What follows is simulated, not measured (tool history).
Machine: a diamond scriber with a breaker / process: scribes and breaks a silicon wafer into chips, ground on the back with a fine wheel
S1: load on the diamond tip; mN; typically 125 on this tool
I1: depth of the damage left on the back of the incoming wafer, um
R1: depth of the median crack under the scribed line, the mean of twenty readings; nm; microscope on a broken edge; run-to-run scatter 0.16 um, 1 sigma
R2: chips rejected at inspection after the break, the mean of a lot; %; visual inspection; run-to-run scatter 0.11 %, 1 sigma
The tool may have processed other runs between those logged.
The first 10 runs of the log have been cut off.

run 11 day=21.188 | S1=125 | I1=2.24 | R1=9260 R2=2.66
run 12 day=23.775 | S1=101 | I1=1.64 | R1=7750 R2=15.73
run 13 day=26.700 | S1=101 | I1=2.68 | R1=7750 R2=18.90
run 14 day=28.279 | S1=125 | I1=2.88 | R1=8500 R2=5.67
run 15 day=29.696 | S1=125 | I1=2.44 | R1=8580 R2=4.28
run 16 day=31.129 | S1=125 | I1=2.46 | R1=8650 R2=5.24
-- day=32.183 load on the tip recalibrated
run 17 day=33.233 | S1=125 | I1=2.50 | R1=8250 R2=10.80
-- day=35.212 diamond tip replaced by a new one
run 18 day=35.946 | S1=125 | I1=2.76 | R1=9830 R2=2.14
run 19 day=37.788 | S1=125 | I1=1.61 | R1=9380 R2=1.25
run 20 day=40.554 | S1=110 | I1=2.02 | R1=8160 R2=8.82
run 21 day=43.321 | S1=110 | I1=1.96 | R1=8150 R2=10.67
run 22 day=44.688 | S1=155 | I1=2.53 | R1=10280 R2=3.00
run 23 day=46.175 | S1=125 | I1=2.37 | R1=8530 R2=5.00

Run 24 comes next. What will it give?
run 24 day=47.958 | S1=135 | I1=2.36 | R1=? R2=?

R1: 8980 nm
R2: 2.28 %
Were there no unlogged condition in the tool, this run, its random variation unchanged, would have produced R1 9880 nm, R2 2.19 %.

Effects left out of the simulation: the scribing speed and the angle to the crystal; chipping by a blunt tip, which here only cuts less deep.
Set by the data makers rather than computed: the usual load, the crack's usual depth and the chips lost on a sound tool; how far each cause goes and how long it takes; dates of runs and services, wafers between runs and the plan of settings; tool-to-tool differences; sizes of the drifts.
